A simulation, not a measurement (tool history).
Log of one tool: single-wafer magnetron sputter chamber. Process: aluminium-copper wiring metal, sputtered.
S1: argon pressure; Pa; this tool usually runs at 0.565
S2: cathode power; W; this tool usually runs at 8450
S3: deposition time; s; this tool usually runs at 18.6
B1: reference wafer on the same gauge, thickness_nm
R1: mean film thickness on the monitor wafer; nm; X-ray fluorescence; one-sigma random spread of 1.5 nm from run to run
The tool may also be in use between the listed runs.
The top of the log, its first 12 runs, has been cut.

-- hour=886.8 magnet pack replaced
run 13 hour=887.3 | S1=0.659 S2=8950 S3=18.6 | B1=260.956 | R1=219.528
run 14 hour=1123.1 | S1=0.659 S2=8950 S3=18.6 | B1=261.081 | R1=213.388
-- hour=1193.3 sputter target and shields replaced, repeated, since the last time left the tool worse
run 15 hour=1205.2 | S1=0.459 S2=8450 S3=18.6 | B1=260.951 | R1=274.647
run 16 hour=1244.5 | S1=0.565 S2=10000 S3=18.6 | B1=260.944 | R1=288.082
run 17 hour=1338.5 | S1=0.565 S2=8450 S3=20 | B1=260.871 | R1=266.655
run 18 hour=1408.8 | S1=0.766 S2=7450 S3=21.2 | B1=260.747 | R1=226.2
-- hour=1484 gauge calibrated
run 19 hour=1487.8 | S1=0.773 S2=9250 S3=15.7 | B1=261.023 | R1=195.145
run 20 hour=1541.7 | S1=0.565 S2=10000 S3=18.6 | B1=261.09 | R1=277.01
-- hour=1603.7 sputter target and shields replaced
run 21 hour=1634.5 | S1=0.431 S2=7150 S3=18.6 | B1=260.932 | R1=241.28
run 22 hour=1676.7 | S1=0.502 S2=7400 S3=18.6 | B1=260.917 | R1=232.838
run 23 hour=1733.7 | S1=0.565 S2=8450 S3=18.6 | B1=260.924 | R1=247.371
run 24 hour=1789.3 | S1=0.431 S2=7150 S3=18.6 | B1=260.757 | R1=234.898
run 25 hour=1852.2 | S1=0.565 S2=8450 S3=18.6 | B1=260.996 | R1=244.053
run 26 hour=1934.1 | S1=0.565 S2=8450 S3=21.8 | B1=260.863 | R1=282.645
-- hour=2050.5 sputter target and shields replaced
run 27 hour=2090.9 | S1=0.565 S2=9800 S3=18.6 | B1=261.169 | R1=284.683
-- hour=2164.4 capacitance manometer re-zeroed and calibrated
run 28 hour=2172.5 | S1=0.371 S2=7650 S3=21.4 | B1=261.057 | R1=296.326
run 29 hour=2236.9 | S1=0.565 S2=8450 S3=21.5 | B1=260.771 | R1=282.406
run 30 hour=2293 | S1=0.791 S2=10400 S3=16.2 | B1=261.377 | R1=220.668

Each row is a separate what-if for the run after 30, all from the same tool condition, not one after another. Results?
run A hour=2293.4 | S1=0.565 S2=8450 S3=21.1 | B1=? | R1=?
run B hour=2293.4 | S1=0.565 S2=8450 S3=22 | B1=? | R1=?
run C hour=2293.4 | S1=0.765 S2=8450 S3=16.1 | B1=? | R1=?
run D hour=2293.4 | S1=0.361 S2=7050 S3=18.6 | B1=? | R1=?

run=A B1=260.942 R1=278.066
run=B B1=260.942 R1=289.926
run=C B1=260.942 R1=189.549
run=D B1=260.942 R1=240.4
The same runs, with their run-to-run variation unchanged, on a tool lacking any hidden condition would have given:
run=A R1=292.913
run=B R1=305.407
run=C R1=199.67
run=D R1=253.236
